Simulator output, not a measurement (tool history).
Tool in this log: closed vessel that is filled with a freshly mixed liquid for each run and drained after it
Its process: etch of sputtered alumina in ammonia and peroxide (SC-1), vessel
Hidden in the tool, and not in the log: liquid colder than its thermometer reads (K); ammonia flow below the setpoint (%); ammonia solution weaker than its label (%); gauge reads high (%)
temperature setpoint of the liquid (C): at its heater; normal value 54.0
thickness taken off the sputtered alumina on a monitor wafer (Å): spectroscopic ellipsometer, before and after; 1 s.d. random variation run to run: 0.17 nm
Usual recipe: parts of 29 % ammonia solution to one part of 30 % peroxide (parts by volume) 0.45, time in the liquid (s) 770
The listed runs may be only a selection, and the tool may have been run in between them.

run	day	temperature setpoint of the liquid (C)	parts of 29 % ammonia solution to one part of 30 % peroxide (parts by volume)	time in the liquid (s)	wafers since the last listed run	hours since the thermometer was replaced	hours since the ammonia flow meter was replaced	hours since the drum of ammonia solution was connected	hours since the gauge calibration	read-back film thickness of the sputtered alumina reference wafer, read on the same gauge (nm)	thickness taken off the sputtered alumina on a monitor wafer (Å)
1	0.000	54.0	0.45	770	0	1481.2	575.6	350.3	682.2	130.00	352.8
2	2.392	54.0	0.45	770	3006	1538.6	633.0	407.7	739.6	130.00	349.6
3	3.742	60.0	0.45	770	1697	1571.0	665.4	440.1	772.0	129.99	484.0
4	5.488	60.0	0.45	770	2194	1612.9	707.3	482.0	813.9	130.00	484.6
# day 7.825: gauge calibrated
5	8.192	60.0	0.45	770	3399	1677.8	772.2	546.9	8.8	130.00	482.6
6	10.879	54.0	0.45	770	3378	1742.3	836.7	611.4	73.3	129.99	349.4
7	13.708	54.0	0.45	770	3556	1810.2	904.6	679.3	141.2	130.01	349.8
8	14.821	54.0	0.45	770	1398	1836.9	931.3	706.0	167.9	129.99	350.0
9	17.658	54.0	0.45	770	3567	1905.0	999.4	774.1	236.0	129.99	346.8
10	18.858	54.0	0.45	770	1508	1933.8	1028.2	802.9	264.8	130.02	348.0
# day 19.100: new drum of ammonia solution connected
11	19.992	54.0	0.45	770	1372	1961.0	1055.4	21.4	292.0	130.00	347.2
# day 20.304: ammonia flow meter replaced
12	22.229	62.5	0.45	1160	2760	2014.7	46.2	75.1	345.7	130.04	817.0
13	24.321	54.0	0.45	770	2629	2064.9	96.4	125.3	395.9	129.99	347.2
# day 25.833: thermometer replaced
14	27.312	54.0	0.45	770	3708	35.5	168.2	197.1	467.7	129.99	373.7
15	29.358	48.5	0.25	1000	2571	84.6	217.3	246.2	516.8	130.02	337.1
16	30.929	54.0	0.45	770	1974	122.3	255.0	283.9	554.5	130.00	373.4
17	32.462	54.0	0.45	770	1927	159.1	291.8	320.7	591.3	130.00	372.0
18	33.600	54.0	0.50	505	1430	186.4	319.1	348.0	618.6	130.04	246.5
19	35.075	60.5	0.40	445	1854	221.8	354.5	383.4	654.0	130.01	296.3
20	37.158	45.5	0.35	375	2619	271.8	404.5	433.4	704.0	129.97	110.6
21	38.783	58.0	0.45	770	2042	310.8	443.5	472.4	743.0	129.99	457.6
22	39.792	54.0	0.60	440	1267	335.0	467.7	496.6	767.2	130.02	217.2
23	41.488	63.0	0.45	1035	2131	375.7	508.4	537.3	807.9	129.98	789.6
24	43.883	45.0	0.30	1100	3011	433.2	565.9	594.8	865.4	130.01	308.0
25	46.025	54.0	0.35	535	2692	484.6	617.3	646.2	916.8	130.01	250.3
# day 51.617: gauge calibrated
26	53.354	57.0	0.55	460	9213	660.5	793.2	822.1	41.7	130.01	261.0
27	56.021	54.0	0.45	770	3352	724.5	857.2	886.1	105.7	129.99	366.4

What the log doesn't show, run by run:
ammonia flow below the setpoint (%): 0 across all the runs
ammonia solution weaker than its label (%): 0 across all the runs
gauge reads high (%): 0 across all the runs
H1: liquid colder than its thermometer reads (K)
run	H1
1	1.16
2	1.19
3	1.21
4	1.23
5	1.27
6	1.31
7	1.35
8	1.37
9	1.41
10	1.42
11	1.44
12	1.47
13	1.5
14	0.0655
15	0.0945
16	0.117
17	0.139
18	0.155
19	0.176
20	0.205
21	0.228
22	0.242
23	0.267
24	0.3
25	0.331
26	0.435
27	0.473
